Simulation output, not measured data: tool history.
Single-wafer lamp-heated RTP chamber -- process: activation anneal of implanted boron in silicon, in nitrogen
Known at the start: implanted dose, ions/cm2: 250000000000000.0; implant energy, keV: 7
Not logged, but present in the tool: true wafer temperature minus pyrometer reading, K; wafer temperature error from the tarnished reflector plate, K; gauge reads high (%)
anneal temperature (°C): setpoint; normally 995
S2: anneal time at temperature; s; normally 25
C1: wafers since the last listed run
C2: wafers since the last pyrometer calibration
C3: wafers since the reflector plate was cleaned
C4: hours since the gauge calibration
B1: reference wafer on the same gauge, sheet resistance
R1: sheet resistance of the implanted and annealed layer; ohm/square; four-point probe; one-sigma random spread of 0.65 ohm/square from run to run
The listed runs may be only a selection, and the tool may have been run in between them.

run 1 hour=0.0 | anneal_temperature_(°C)=995 S2=25 | C1=0 C2=2044 C3=2292 C4=233.5 | B1=377.01 | R1=428.60
run 2 hour=16.9 | anneal_temperature_(°C)=995 S2=25 | C1=197 C2=2241 C3=2489 C4=250.4 | B1=377.10 | R1=429.35
run 3 hour=52.9 | anneal_temperature_(°C)=995 S2=25 | C1=420 C2=2661 C3=2909 C4=286.4 | B1=376.94 | R1=429.12
run 4 hour=129.6 | anneal_temperature_(°C)=995 S2=25 | C1=894 C2=3556 C3=3804 C4=363.1 | B1=376.93 | R1=429.57
-- hour=154.5 pyrometer window cleaned and pyrometer calibrated
run 5 hour=161.5 | anneal_temperature_(°C)=995 S2=29 | C1=278 C2=81 C3=4082 C4=395.0 | B1=377.02 | R1=429.44
run 6 hour=196.6 | anneal_temperature_(°C)=995 S2=25 | C1=409 C2=491 C3=4492 C4=430.1 | B1=377.03 | R1=429.86
run 7 hour=214.2 | anneal_temperature_(°C)=995 S2=25 | C1=205 C2=696 C3=4697 C4=447.7 | B1=376.92 | R1=430.35
run 8 hour=227.3 | anneal_temperature_(°C)=995 S2=25 | C1=152 C2=849 C3=4850 C4=460.8 | B1=377.14 | R1=430.20
run 9 hour=242.1 | anneal_temperature_(°C)=995 S2=25 | C1=172 C2=1022 C3=5023 C4=475.6 | B1=377.00 | R1=429.91
run 10 hour=254.3 | anneal_temperature_(°C)=995 S2=25 | C1=142 C2=1164 C3=5165 C4=487.8 | B1=377.00 | R1=429.72
run 11 hour=283.8 | anneal_temperature_(°C)=995 S2=25 | C1=344 C2=1508 C3=5509 C4=517.3 | B1=376.88 | R1=428.96
run 12 hour=309.2 | anneal_temperature_(°C)=995 S2=25 | C1=296 C2=1805 C3=5806 C4=542.7 | B1=376.95 | R1=429.74
run 13 hour=328.8 | anneal_temperature_(°C)=995 S2=25 | C1=228 C2=2033 C3=6034 C4=562.3 | B1=377.06 | R1=429.61
run 14 hour=347.0 | anneal_temperature_(°C)=995 S2=25 | C1=212 C2=2246 C3=6247 C4=580.5 | B1=376.89 | R1=428.27
run 15 hour=442.0 | anneal_temperature_(°C)=969 S2=11 | C1=1108 C2=3354 C3=7355 C4=675.5 | B1=377.08 | R1=440.76
run 16 hour=459.4 | anneal_temperature_(°C)=995 S2=25 | C1=203 C2=3557 C3=7558 C4=692.9 | B1=376.98 | R1=428.45
run 17 hour=474.2 | anneal_temperature_(°C)=995 S2=25 | C1=172 C2=3730 C3=7731 C4=707.7 | B1=376.91 | R1=427.11
run 18 hour=496.4 | anneal_temperature_(°C)=995 S2=25 | C1=259 C2=3989 C3=7990 C4=729.9 | B1=377.02 | R1=427.78
-- hour=513.7 reflector plate cleaned
run 19 hour=514.2 | anneal_temperature_(°C)=981 S2=19 | C1=114 C2=4103 C3=5 C4=747.7 | B1=376.99 | R1=432.04
-- hour=532.8 pyrometer window cleaned and pyrometer calibrated
run 20 hour=541.7 | anneal_temperature_(°C)=995 S2=25 | C1=227 C2=104 C3=232 C4=775.2 | B1=376.98 | R1=431.02
-- hour=546.3 gauge calibrated
run 21 hour=622.9 | anneal_temperature_(°C)=1018 S2=20 | C1=947 C2=1051 C3=1180 C4=76.6 | B1=377.04 | R1=427.59
run 22 hour=653.2 | anneal_temperature_(°C)=1023 S2=33 | C1=353 C2=1405 C3=1533 C4=106.9 | B1=376.90 | R1=423.42
run 23 hour=671.4 | anneal_temperature_(°C)=980 S2=18 | C1=212 C2=1617 C3=1745 C4=125.1 | B1=377.09 | R1=436.20
run 24 hour=687.8 | anneal_temperature_(°C)=995 S2=31 | C1=191 C2=1808 C3=1937 C4=141.5 | B1=376.99 | R1=428.97
run 25 hour=707.2 | anneal_temperature_(°C)=995 S2=25 | C1=226 C2=2035 C3=2163 C4=160.9 | B1=376.94 | R1=430.39
run 26 hour=725.7 | anneal_temperature_(°C)=1011 S2=32 | C1=215 C2=2251 C3=2379 C4=179.4 | B1=376.98 | R1=424.18
run 27 hour=758.3 | anneal_temperature_(°C)=995 S2=25 | C1=380 C2=2631 C3=2759 C4=212.0 | B1=377.03 | R1=429.12

The next listed run, before its measurement:
run 28 hour=793.1 | anneal_temperature_(°C)=995 S2=16 | C1=406 C2=3037 C3=3165 C4=246.8 | B1=? | R1=?

B1: 377.03
R1: 432.04 ohm/square
On a tool with no hidden condition, and with the same random variation, this run would have come out at R1 434.34 ohm/square.
